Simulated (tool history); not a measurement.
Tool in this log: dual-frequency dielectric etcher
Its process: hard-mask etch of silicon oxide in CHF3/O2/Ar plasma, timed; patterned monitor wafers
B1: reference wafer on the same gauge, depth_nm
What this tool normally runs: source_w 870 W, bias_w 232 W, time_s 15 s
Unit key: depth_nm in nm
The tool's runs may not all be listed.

Run 1, hour 0: usual settings but time_s 11.5 s; B1 32.58. Result: depth_nm 29.66 nm.
Run 2, hour 138.9: usual settings but time_s 11.5 s; B1 32.57. Result: depth_nm 29.25 nm.
Run 3, hour 173.4: usual settings but time_s 11.5 s; B1 32.6. Result: depth_nm 29.24 nm.
Run 4, hour 199.9: usual settings; B1 32.67. Result: depth_nm 37.6 nm.
Run 5, hour 246.9: usual settings; B1 32.59. Result: depth_nm 37.58 nm.
At hour 263.8: gauge calibrated.
Run 6, hour 272: usual settings; B1 32.61. Result: depth_nm 37.69 nm.
Run 7, hour 325.8: usual settings; B1 32.56. Result: depth_nm 38.29 nm.
Run 8, hour 383.3: usual settings; B1 32.58. Result: depth_nm 38.39 nm.
At hour 429: wet clean of the chamber.
Run 9, hour 443.3: usual settings; B1 32.58. Result: depth_nm 38 nm.
Run 10, hour 472: usual settings; B1 32.6. Result: depth_nm 37.78 nm.
At hour 536.9: bias power generator calibrated.
Run 11, hour 542.9: usual settings but source_w 1050 W; B1 32.63. Result: depth_nm 42.16 nm.
Run 12, hour 571.6: usual settings; B1 32.58. Result: depth_nm 37.39 nm.
Run 13, hour 626: usual settings; B1 32.63. Result: depth_nm 37.48 nm.
Run 14, hour 652.6: usual settings but bias_w 273 W, time_s 18 s; B1 32.62. Result: depth_nm 48.02 nm.
Run 15, hour 717.2: usual settings but source_w 1000 W, bias_w 199 W, time_s 13 s; B1 32.59. Result: depth_nm 33.96 nm.
Run 16, hour 777.1: usual settings; B1 32.58. Result: depth_nm 37.99 nm.
Run 17, hour 846.9: usual settings but source_w 790 W; B1 32.56. Result: depth_nm 35.71 nm.
Run 18, hour 899.5: usual settings but source_w 780 W, bias_w 256 W, time_s 11 s; B1 32.56. Result: depth_nm 26.98 nm.
At hour 925.2: wet clean of the chamber.
Run 19, hour 954.4: usual settings but time_s 18 s; B1 32.61. Result: depth_nm 45.82 nm.
Run 20, hour 978.6: usual settings but source_w 770 W, bias_w 279 W, time_s 17.5 s; B1 32.57. Result: depth_nm 43.82 nm.
Run 21, hour 1032.7: usual settings but source_w 1060 W, bias_w 281 W, time_s 13.5 s; B1 32.6. Result: depth_nm 40.44 nm.
At hour 1058.4: upper electrode replaced.
At hour 1072.3: source power generator calibrated.
Run 22, hour 1083.1: usual settings but source_w 950 W, bias_w 194 W; B1 32.63. Result: depth_nm 39.14 nm.
Run 23, hour 1117: usual settings but bias_w 262 W, time_s 17 s; B1 32.6. Result: depth_nm 46.36 nm.
Run 24, hour 1181.5: usual settings; B1 32.56. Result: depth_nm 38.92 nm.
Run 25, hour 1286.7: usual settings but source_w 680 W, bias_w 210 W, time_s 12 s; B1 32.59. Result: depth_nm 26.08 nm.
Run 26, hour 1333.5: usual settings; B1 32.58. Result: depth_nm 38.99 nm.
Run 27, hour 1363.5: usual settings but source_w 1080 W, bias_w 191 W, time_s 19 s; B1 32.55. Result: depth_nm 51.82 nm.
Run 28, hour 1407.5: usual settings but source_w 1020 W, bias_w 269 W, time_s 19.5 s; B1 32.63. Result: depth_nm 57.39 nm.
At hour 1487.1: wet clean of the chamber.
Run 29, hour 1487.6: usual settings but source_w 1070 W, bias_w 279 W; B1 32.65. Result: depth_nm 46.45 nm.
Run 30, hour 1504.2: usual settings; B1 32.59. Result: depth_nm 38.52 nm.
Run 31, hour 1570.3: usual settings but bias_w 193 W, time_s 17.5 s; B1 32.66. Result: depth_nm 42.31 nm.

3 options for the next run, each taken on its own from the tool as it stands now. Forecast them:
Run A, hour 1570.7: usual settings but bias_w 198 W; B1 ?. Result: depth_nm ?.
Run B, hour 1570.7: usual settings but time_s 16.5 s; B1 ?. Result: depth_nm ?.
Run C, hour 1570.7: usual settings but source_w 950 W, bias_w 210 W; B1 ?. Result: depth_nm ?.

run     B1  depth_nm
  A  32.61     36.54
  B  32.61     42.39
  C  32.61     39.06
Without the tool's unlogged condition, the same runs would have read:
run  depth_nm
  A     36.79
  B     42.68
  C     39.33

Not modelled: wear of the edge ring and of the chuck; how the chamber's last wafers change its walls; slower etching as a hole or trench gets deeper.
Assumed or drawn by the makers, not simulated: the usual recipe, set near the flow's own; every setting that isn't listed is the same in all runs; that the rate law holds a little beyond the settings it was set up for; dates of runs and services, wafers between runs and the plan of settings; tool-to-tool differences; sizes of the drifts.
